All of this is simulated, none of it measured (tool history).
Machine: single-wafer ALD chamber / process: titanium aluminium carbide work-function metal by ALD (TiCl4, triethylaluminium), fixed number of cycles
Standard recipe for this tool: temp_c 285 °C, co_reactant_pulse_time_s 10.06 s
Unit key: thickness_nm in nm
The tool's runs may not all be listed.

| run | day | temp_c | co_reactant_pulse_time_s | read-back reference wafer on the same gauge, thickness_nm | thickness_nm |
|---|---|---|---|---|---|
| 1 | 0 | 290 | 12.93 | 1.479 | 1.937 |
|  | 0.538 | triethylaluminium bottle replaced |
| 2 | 1.442 | 285 | 8.72 | 1.48 | 1.789 |
| 3 | 2.592 | 285 | 8.72 | 1.48 | 1.794 |
|  | 3.567 | showerhead replaced |
| 4 | 3.588 | 285 | 8.72 | 1.48 | 1.787 |
| 5 | 3.904 | 297 | 8.16 | 1.481 | 1.862 |
|  | 4.392 | gauge calibrated |
| 6 | 4.575 | 297 | 8.16 | 1.471 | 1.845 |
| 7 | 5.662 | 297 | 8.16 | 1.47 | 1.853 |
| 8 | 6.646 | 282 | 10.06 | 1.47 | 1.809 |
| 9 | 7.438 | 282 | 10.06 | 1.47 | 1.806 |
| 10 | 8.529 | 285 | 10.06 | 1.469 | 1.827 |
| 11 | 9.262 | 285 | 10.06 | 1.47 | 1.835 |
| 12 | 10.362 | 277 | 7.38 | 1.47 | 1.596 |
| 13 | 11.496 | 285 | 10.06 | 1.47 | 1.83 |
| 14 | 12.612 | 274 | 7.74 | 1.471 | 1.607 |
| 15 | 13.55 | 285 | 13.78 | 1.472 | 1.881 |
| 16 | 16.667 | 280 | 13.81 | 1.471 | 1.831 |
| 17 | 17.379 | 292 | 14.04 | 1.472 | 1.953 |
| 18 | 18.55 | 285 | 10.06 | 1.472 | 1.832 |
| 19 | 19.833 | 281 | 10.06 | 1.472 | 1.798 |
|  | 20.762 | thermocouple changed; heater temperature recalibrated |
| 20 | 21.029 | 285 | 8.32 | 1.473 | 1.757 |
| 21 | 22.033 | 290 | 6.85 | 1.473 | 1.639 |
| 22 | 23.471 | 278 | 13.46 | 1.473 | 1.818 |
| 23 | 24.1 | 279 | 6.74 | 1.474 | 1.536 |
| 24 | 24.875 | 285 | 10.06 | 1.474 | 1.84 |
| 25 | 25.908 | 285 | 13.68 | 1.474 | 1.883 |
| 26 | 26.575 | 289 | 8.66 | 1.475 | 1.819 |
| 27 | 27.875 | 297 | 11.69 | 1.475 | 1.999 |
| 28 | 28.596 | 285 | 7.31 | 1.476 | 1.668 |
| 29 | 29.433 | 285 | 11.66 | 1.476 | 1.874 |
| 30 | 29.95 | 285 | 13.63 | 1.477 | 1.888 |
| 31 | 30.896 | 297 | 8.66 | 1.478 | 1.885 |
| 32 | 31.425 | 277 | 8.95 | 1.478 | 1.724 |
| 33 | 32.646 | 285 | 10.06 | 1.478 | 1.842 |

A few steps of thickness_nm between consecutive runs. Split each: what settings, incoming material and random variation would produce without the hidden state, and what is left over for the hidden state, along with gauge scatter present in only one of the two compared results (measured, and without hidden state):
What the log doesn't record here: wafer temperature above the value expected at the setpoint (K); triethylaluminium dose above that of a fresh bottle (%); gauge reads high (%).
Run 1 -> 2: temp_c 290 -> 285, co_reactant_pulse_time_s 12.93 -> 8.72, triethylaluminium bottle replaced. thickness_nm -0.148 nm: hidden state +0.001, all else -0.149.
Run 5 -> 6: gauge calibrated. thickness_nm -0.017 nm: hidden state -0.014, all else -0.003.
Run 16 -> 17: temp_c 280 -> 292, co_reactant_pulse_time_s 13.81 -> 14.04. thickness_nm +0.122 nm: hidden state +0.002, all else +0.12.
Run 22 -> 23: temp_c 278 -> 279, co_reactant_pulse_time_s 13.46 -> 6.74. thickness_nm -0.282 nm: hidden state -0.001, all else -0.281.
Run 23 -> 24: temp_c 279 -> 285, co_reactant_pulse_time_s 6.74 -> 10.06. thickness_nm +0.304 nm: hidden state +0.001, all else +0.303.
Run 27 -> 28: temp_c 297 -> 285, co_reactant_pulse_time_s 11.69 -> 7.31. thickness_nm -0.331 nm: hidden state +0, all else -0.331.
